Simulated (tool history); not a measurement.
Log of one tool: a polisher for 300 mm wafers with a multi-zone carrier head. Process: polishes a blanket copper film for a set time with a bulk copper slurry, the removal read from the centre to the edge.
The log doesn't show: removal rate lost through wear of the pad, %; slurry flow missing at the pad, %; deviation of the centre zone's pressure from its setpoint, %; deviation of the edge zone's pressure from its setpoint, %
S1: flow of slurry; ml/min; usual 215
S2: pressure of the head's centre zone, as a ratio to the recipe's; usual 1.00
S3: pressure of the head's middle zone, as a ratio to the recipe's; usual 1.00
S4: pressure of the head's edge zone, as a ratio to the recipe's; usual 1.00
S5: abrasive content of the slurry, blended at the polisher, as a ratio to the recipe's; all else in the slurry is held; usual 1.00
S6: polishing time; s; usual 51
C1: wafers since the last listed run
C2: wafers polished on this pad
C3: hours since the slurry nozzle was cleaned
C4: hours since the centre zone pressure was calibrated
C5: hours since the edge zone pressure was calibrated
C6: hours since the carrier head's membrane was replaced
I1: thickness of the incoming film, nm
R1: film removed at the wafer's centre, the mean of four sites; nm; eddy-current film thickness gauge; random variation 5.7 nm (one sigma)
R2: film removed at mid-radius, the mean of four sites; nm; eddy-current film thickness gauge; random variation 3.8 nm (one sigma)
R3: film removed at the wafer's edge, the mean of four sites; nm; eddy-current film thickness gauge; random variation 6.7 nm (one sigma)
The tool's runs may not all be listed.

run,hour,S1,S2,S3,S4,S5,S6,C1,C2,C3,C4,C5,C6,I1,R1,R2,R3
1,0.0,215,0.88,1.12,1.00,0.80,51,0,5110,261.6,128.0,808.7,1326.0,2509.4,395.7,491.3,461.8
# hour 10.0: worn pad replaced by a new one
2,42.7,215,1.00,1.00,0.91,1.00,51,341,288,304.3,170.7,851.4,1368.7,2515.1,507.2,517.3,511.4
3,92.1,265,0.92,1.08,1.00,1.15,51,435,724,353.7,220.1,900.8,1418.1,2563.4,498.3,572.7,545.2
4,162.7,270,1.11,1.00,1.11,1.00,46,622,1347,424.3,290.7,971.4,1488.7,2527.0,516.1,467.8,506.3
5,186.9,215,1.00,1.00,1.00,1.00,51,213,1560,448.5,314.9,995.6,1512.9,2546.0,490.5,492.4,504.4
# hour 203.5: edge zone pressure recalibrated
# hour 277.0: slurry nozzle cleaned
# hour 282.7: carrier head's membrane replaced by a new one
6,386.1,215,1.11,1.00,0.89,1.00,66,1686,3247,109.1,514.1,182.6,103.4,2516.6,708.7,657.4,638.7
7,533.9,215,1.00,1.00,1.00,1.00,51,1303,4551,256.9,661.9,330.4,251.2,2522.9,472.6,484.3,499.3
8,584.9,160,1.00,1.00,1.00,1.10,51,449,5001,307.9,712.9,381.4,302.2,2555.2,439.6,456.9,470.4
# hour 644.5: worn pad replaced by a new one
9,662.1,215,1.00,1.00,1.00,1.00,51,645,155,385.1,790.1,458.6,379.4,2532.8,488.2,496.9,515.3
10,706.5,155,1.00,0.88,0.91,1.20,51,391,546,429.5,834.5,503.0,423.8,2550.8,460.9,429.1,478.3
11,737.7,215,1.08,1.00,1.00,1.00,51,275,822,460.7,865.7,534.2,455.0,2554.8,506.0,486.9,522.7
# hour 767.0: centre zone pressure recalibrated
12,792.0,215,0.89,1.07,1.00,0.80,34,461,1283,515.0,25.0,588.5,509.3,2544.2,263.3,320.4,320.5
13,832.9,195,1.00,1.00,1.00,1.00,42,360,1644,555.9,65.9,629.4,550.2,2518.4,371.9,386.0,400.2
14,866.8,215,1.00,1.00,1.00,1.00,51,299,1943,589.8,99.8,663.3,584.1,2547.3,455.5,468.8,496.1
15,926.2,215,1.00,1.00,1.00,1.00,51,524,2467,649.2,159.2,722.7,643.5,2492.1,447.2,453.9,486.0
# hour 927.3: slurry nozzle cleaned
16,985.6,215,1.00,1.05,1.00,0.85,36,515,2982,58.3,218.6,782.1,702.9,2542.0,341.2,359.8,350.1
17,1051.0,215,1.08,1.00,1.00,1.00,38,576,3559,123.7,284.0,847.5,768.3,2547.1,388.2,376.3,382.5
18,1100.9,215,0.94,1.05,1.00,0.90,51,440,3999,173.6,333.9,897.4,818.2,2537.4,445.5,498.2,492.8

Forecast run 19:
# hour 1149.7: worn pad replaced by a new one
19,1169.8,165,1.11,1.09,1.04,1.00,51,572,177,242.5,402.8,966.3,887.1,2515.4,?,?,?

R1: 522.4 nm
R2: 512.7 nm
R3: 513.2 nm
Without the tool's hidden state the same run would have given R1 553.1 nm, R2 539.4 nm, R3 532.6 nm.
